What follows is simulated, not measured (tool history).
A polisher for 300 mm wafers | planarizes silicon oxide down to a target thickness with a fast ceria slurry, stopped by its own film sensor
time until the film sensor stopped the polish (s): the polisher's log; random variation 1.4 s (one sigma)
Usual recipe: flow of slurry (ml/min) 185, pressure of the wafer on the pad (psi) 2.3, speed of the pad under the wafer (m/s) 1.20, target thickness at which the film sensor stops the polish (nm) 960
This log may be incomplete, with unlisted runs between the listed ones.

run	hour	flow of slurry (ml/min)	pressure of the wafer on the pad (psi)	speed of the pad under the wafer (m/s)	target thickness at which the film sensor stops the polish (nm)	wafers since the last listed run	wafers polished on this pad	hours since the slurry nozzle was cleaned	hours since the head pressure was calibrated	incoming thickness of the incoming film, nm	time until the film sensor stopped the polish (s)
1	0.0	185	2.3	1.30	960	0	412	304.4	865.6	1996.6	95.6
2	16.6	200	2.3	1.20	746	156	568	321.0	882.2	1961.6	123.8
3	29.0	185	2.3	1.20	960	116	685	333.4	894.6	1986.0	108.2
4	43.3	185	2.3	1.20	960	134	819	347.7	908.9	2005.4	107.3
5	58.7	185	2.0	1.20	752	144	964	363.1	924.3	2009.5	154.8
6	66.2	185	2.0	1.20	752	70	1034	370.6	931.8	1997.1	154.7
7	73.4	185	2.3	1.20	960	67	1102	377.8	939.0	1968.5	109.7
# hour 77.5: slurry nozzle cleaned
8	88.3	185	2.3	1.20	960	130	1233	10.8	953.9	2001.2	105.3
# hour 97.5: worn pad replaced by a new one
9	102.0	185	2.3	1.20	960	91	42	24.5	967.6	1945.7	84.9
10	110.4	185	2.3	1.20	960	78	121	32.9	976.0	1969.2	89.6
11	123.0	185	2.3	1.20	960	118	239	45.5	988.6	1980.7	91.1
12	136.4	185	2.3	1.20	1201	125	365	58.9	1002.0	1986.8	69.8
13	142.6	185	2.3	1.20	960	58	424	65.1	1008.2	1954.6	86.4
14	150.7	185	2.3	1.20	1056	76	500	73.2	1016.3	1984.7	86.3
15	165.2	135	2.3	1.20	960	136	636	87.7	1030.8	1992.2	104.7
16	173.9	120	1.5	1.20	725	81	718	96.4	1039.5	1964.3	199.0
17	214.9	185	2.8	1.20	960	385	1103	137.4	1080.5	1979.0	84.2
18	230.6	235	2.3	1.20	1149	147	1251	153.1	1096.2	2000.0	86.6
# hour 237.3: worn pad replaced by a new one
19	238.9	185	1.9	1.20	960	40	14	161.4	1104.5	1984.5	112.7
20	250.4	185	2.3	1.20	960	108	122	172.9	1116.0	1981.5	92.7
21	260.2	185	2.3	1.20	960	92	215	182.7	1125.8	1960.0	93.5
22	308.7	185	2.3	1.20	759	455	670	231.2	1174.3	2014.7	118.3
23	325.6	185	2.3	1.56	960	158	829	248.1	1191.2	1979.5	77.8
# hour 341.4: head pressure recalibrated
24	341.9	185	2.3	1.20	960	134	964	264.4	0.5	1993.2	108.0
25	348.3	240	1.5	1.32	960	60	1024	270.8	6.9	1964.6	133.5
26	357.0	185	2.3	1.20	1117	81	1106	279.5	15.6	1961.4	90.2
# hour 377.3: worn pad replaced by a new one
27	377.8	185	3.0	1.20	960	157	5	300.3	36.4	1971.9	70.5
28	383.7	185	2.3	1.04	960	55	60	306.2	42.3	1967.2	108.9
29	397.6	185	2.3	1.20	862	130	191	320.1	56.2	2001.0	105.2
30	405.9	185	2.3	1.20	960	78	269	328.4	64.5	1989.2	99.0
31	413.2	185	2.3	1.20	960	68	337	335.7	71.8	1984.5	98.1
32	425.1	185	2.0	1.20	752	111	449	347.6	83.7	1963.5	136.0
33	435.3	185	2.8	0.78	794	95	545	357.8	93.9	1991.9	144.6
34	452.6	150	2.3	1.02	960	162	708	375.1	111.2	1967.5	129.8
35	462.0	140	2.3	1.20	960	88	796	384.5	120.6	1966.6	112.1
36	468.5	150	2.3	1.20	638	61	857	391.0	127.1	1982.3	146.6
37	477.3	185	2.3	1.20	960	82	940	399.8	135.9	1998.9	108.5

What if the next run were any one of these 4? Each begins from the tool's condition after run 37:
A	477.7	185	2.3	1.20	863	3	943	400.2	136.3	2018.9	?
B	477.7	185	1.7	0.84	960	3	943	400.2	136.3	2018.9	?
C	477.7	185	1.9	1.48	960	3	943	400.2	136.3	2018.9	?
D	477.7	185	2.7	1.20	960	3	943	400.2	136.3	2018.9	?

run	time until the film sensor stopped the polish (s)
A	118.4
B	209.6
C	106.4
D	92.4
With the hidden condition removed and each run's random variation left untouched, the same runs would have given:
run	time until the film sensor stopped the polish (s)
A	94.4
B	167.2
C	84.9
D	73.7
